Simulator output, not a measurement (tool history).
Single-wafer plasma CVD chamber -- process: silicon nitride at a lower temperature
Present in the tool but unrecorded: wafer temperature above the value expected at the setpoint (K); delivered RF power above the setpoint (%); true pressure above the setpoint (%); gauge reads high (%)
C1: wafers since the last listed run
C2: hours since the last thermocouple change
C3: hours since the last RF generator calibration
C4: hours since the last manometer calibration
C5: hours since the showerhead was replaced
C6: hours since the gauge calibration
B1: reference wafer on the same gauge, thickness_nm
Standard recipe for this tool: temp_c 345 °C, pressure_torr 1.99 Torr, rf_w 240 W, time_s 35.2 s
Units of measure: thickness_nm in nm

run 1 day=0.000 | temp_c=345 pressure_torr=1.99 rf_w=265 time_s=35.2 | C1=0 C2=2608.7 C3=1053.3 C4=1407.3 C5=2234.9 C6=374.0 | B1=42.624 | thickness_nm=41.100
run 2 day=1.021 | temp_c=345 pressure_torr=1.99 rf_w=265 time_s=35.2 | C1=297 C2=2633.2 C3=1077.8 C4=1431.8 C5=2259.4 C6=398.5 | B1=42.595 | thickness_nm=41.147
run 3 day=1.533 | temp_c=350 pressure_torr=1.99 rf_w=240 time_s=35.2 | C1=149 C2=2645.5 C3=1090.1 C4=1444.1 C5=2271.7 C6=410.8 | B1=42.619 | thickness_nm=37.440
run 4 day=2.850 | temp_c=350 pressure_torr=1.99 rf_w=240 time_s=35.2 | C1=384 C2=2677.1 C3=1121.7 C4=1475.7 C5=2303.3 C6=442.4 | B1=42.633 | thickness_nm=37.329
-- day=5.983 gauge calibrated
run 5 day=6.038 | temp_c=350 pressure_torr=1.99 rf_w=240 time_s=35.2 | C1=930 C2=2753.6 C3=1198.2 C4=1552.2 C5=2379.8 C6=1.3 | B1=42.597 | thickness_nm=37.227
-- day=6.738 RF generator calibrated
run 6 day=7.462 | temp_c=345 pressure_torr=1.99 rf_w=240 time_s=36.7 | C1=318 C2=2787.8 C3=17.4 C4=1586.4 C5=2414.0 C6=35.5 | B1=42.599 | thickness_nm=39.303
-- day=8.717 capacitance manometer re-zeroed and calibrated
run 7 day=8.738 | temp_c=345 pressure_torr=1.99 rf_w=240 time_s=36.7 | C1=274 C2=2818.4 C3=48.0 C4=0.5 C5=2444.6 C6=66.1 | B1=42.605 | thickness_nm=38.818
run 8 day=9.050 | temp_c=345 pressure_torr=1.99 rf_w=240 time_s=32.5 | C1=91 C2=2825.9 C3=55.5 C4=8.0 C5=2452.1 C6=73.6 | B1=42.637 | thickness_nm=34.226
run 9 day=9.600 | temp_c=345 pressure_torr=1.99 rf_w=240 time_s=32.5 | C1=160 C2=2839.1 C3=68.7 C4=21.2 C5=2465.3 C6=86.8 | B1=42.624 | thickness_nm=34.326
run 10 day=11.004 | temp_c=356 pressure_torr=1.99 rf_w=210 time_s=35.2 | C1=409 C2=2872.8 C3=102.4 C4=54.9 C5=2499.0 C6=120.5 | B1=42.596 | thickness_nm=32.409
run 11 day=12.354 | temp_c=339 pressure_torr=1.72 rf_w=265 time_s=32.7 | C1=393 C2=2905.2 C3=134.8 C4=87.3 C5=2531.4 C6=152.9 | B1=42.608 | thickness_nm=37.089
run 12 day=12.892 | temp_c=345 pressure_torr=1.99 rf_w=240 time_s=35.2 | C1=156 C2=2918.1 C3=147.7 C4=100.2 C5=2544.3 C6=165.8 | B1=42.578 | thickness_nm=37.275
run 13 day=13.842 | temp_c=330 pressure_torr=1.99 rf_w=240 time_s=28.8 | C1=277 C2=2940.9 C3=170.5 C4=123.0 C5=2567.1 C6=188.6 | B1=42.585 | thickness_nm=30.621
-- day=14.512 showerhead replaced
run 14 day=14.533 | temp_c=352 pressure_torr=1.99 rf_w=240 time_s=42.0 | C1=104 C2=2957.5 C3=187.1 C4=139.6 C5=0.5 C6=205.2 | B1=42.603 | thickness_nm=44.484
run 15 day=15.175 | temp_c=345 pressure_torr=1.99 rf_w=240 time_s=35.2 | C1=187 C2=2972.9 C3=202.5 C4=155.0 C5=15.9 C6=220.6 | B1=42.621 | thickness_nm=37.425
run 16 day=16.133 | temp_c=334 pressure_torr=1.99 rf_w=240 time_s=35.2 | C1=279 C2=2995.9 C3=225.5 C4=178.0 C5=38.9 C6=243.6 | B1=42.622 | thickness_nm=37.382
-- day=17.025 thermocouple changed; heater temperature recalibrated
run 17 day=17.121 | temp_c=338 pressure_torr=1.72 rf_w=240 time_s=28.7 | C1=190 C2=2.3 C3=249.2 C4=201.7 C5=62.6 C6=267.3 | B1=42.617 | thickness_nm=29.790
run 18 day=17.771 | temp_c=345 pressure_torr=1.99 rf_w=240 time_s=35.2 | C1=189 C2=17.9 C3=264.8 C4=217.3 C5=78.2 C6=282.9 | B1=42.601 | thickness_nm=37.414
run 19 day=18.967 | temp_c=335 pressure_torr=1.99 rf_w=240 time_s=35.2 | C1=348 C2=46.6 C3=293.5 C4=246.0 C5=106.9 C6=311.6 | B1=42.612 | thickness_nm=37.469
run 20 day=19.550 | temp_c=345 pressure_torr=1.99 rf_w=240 time_s=40.8 | C1=170 C2=60.6 C3=307.5 C4=260.0 C5=120.9 C6=325.6 | B1=42.575 | thickness_nm=43.202
run 21 day=20.308 | temp_c=345 pressure_torr=1.99 rf_w=240 time_s=35.2 | C1=221 C2=78.8 C3=325.7 C4=278.2 C5=139.1 C6=343.8 | B1=42.592 | thickness_nm=37.355
run 22 day=21.450 | temp_c=334 pressure_torr=2.34 rf_w=240 time_s=35.2 | C1=333 C2=106.2 C3=353.1 C4=305.6 C5=166.5 C6=371.2 | B1=42.602 | thickness_nm=38.593
run 23 day=22.712 | temp_c=345 pressure_torr=1.73 rf_w=240 time_s=32.3 | C1=368 C2=136.5 C3=383.4 C4=335.9 C5=196.8 C6=401.5 | B1=42.578 | thickness_nm=33.414
run 24 day=24.025 | temp_c=331 pressure_torr=1.99 rf_w=260 time_s=35.2 | C1=382 C2=168.0 C3=414.9 C4=367.4 C5=228.3 C6=433.0 | B1=42.611 | thickness_nm=40.615
run 25 day=24.804 | temp_c=345 pressure_torr=1.99 rf_w=240 time_s=35.2 | C1=227 C2=186.7 C3=433.6 C4=386.1 C5=247.0 C6=451.7 | B1=42.616 | thickness_nm=37.508
run 26 day=26.067 | temp_c=345 pressure_torr=1.70 rf_w=210 time_s=35.2 | C1=368 C2=217.0 C3=463.9 C4=416.4 C5=277.3 C6=482.0 | B1=42.601 | thickness_nm=31.735
run 27 day=27.400 | temp_c=340 pressure_torr=1.57 rf_w=220 time_s=35.2 | C1=389 C2=249.0 C3=495.9 C4=448.4 C5=309.3 C6=514.0 | B1=42.612 | thickness_nm=32.867
run 28 day=28.071 | temp_c=354 pressure_torr=1.99 rf_w=240 time_s=39.3 | C1=195 C2=265.1 C3=512.0 C4=464.5 C5=325.4 C6=530.1 | B1=42.616 | thickness_nm=41.667

Consider 4 possible next runs. They are alternatives, not a sequence: every one starts from the tool as it was left by run 28. What does each give?
run A day=28.088 | temp_c=345 pressure_torr=1.56 rf_w=240 time_s=35.2 | C1=4 C2=265.5 C3=512.4 C4=464.9 C5=325.8 C6=530.5 | B1=? | thickness_nm=?
run B day=28.088 | temp_c=356 pressure_torr=1.72 rf_w=215 time_s=39.9 | C1=4 C2=265.5 C3=512.4 C4=464.9 C5=325.8 C6=530.5 | B1=? | thickness_nm=?
run C day=28.088 | temp_c=345 pressure_torr=1.99 rf_w=240 time_s=42.1 | C1=4 C2=265.5 C3=512.4 C4=464.9 C5=325.8 C6=530.5 | B1=? | thickness_nm=?
run D day=28.088 | temp_c=337 pressure_torr=2.37 rf_w=265 time_s=35.2 | C1=4 C2=265.5 C3=512.4 C4=464.9 C5=325.8 C6=530.5 | B1=? | thickness_nm=?

run=A B1=42.572 thickness_nm=35.873
run=B B1=42.572 thickness_nm=36.810
run=C B1=42.572 thickness_nm=44.807
run=D B1=42.572 thickness_nm=42.637
With the hidden condition removed and each run's random variation left untouched, the same runs would have given:
run=A thickness_nm=35.711
run=B thickness_nm=36.647
run=C thickness_nm=44.622
run=D thickness_nm=42.458
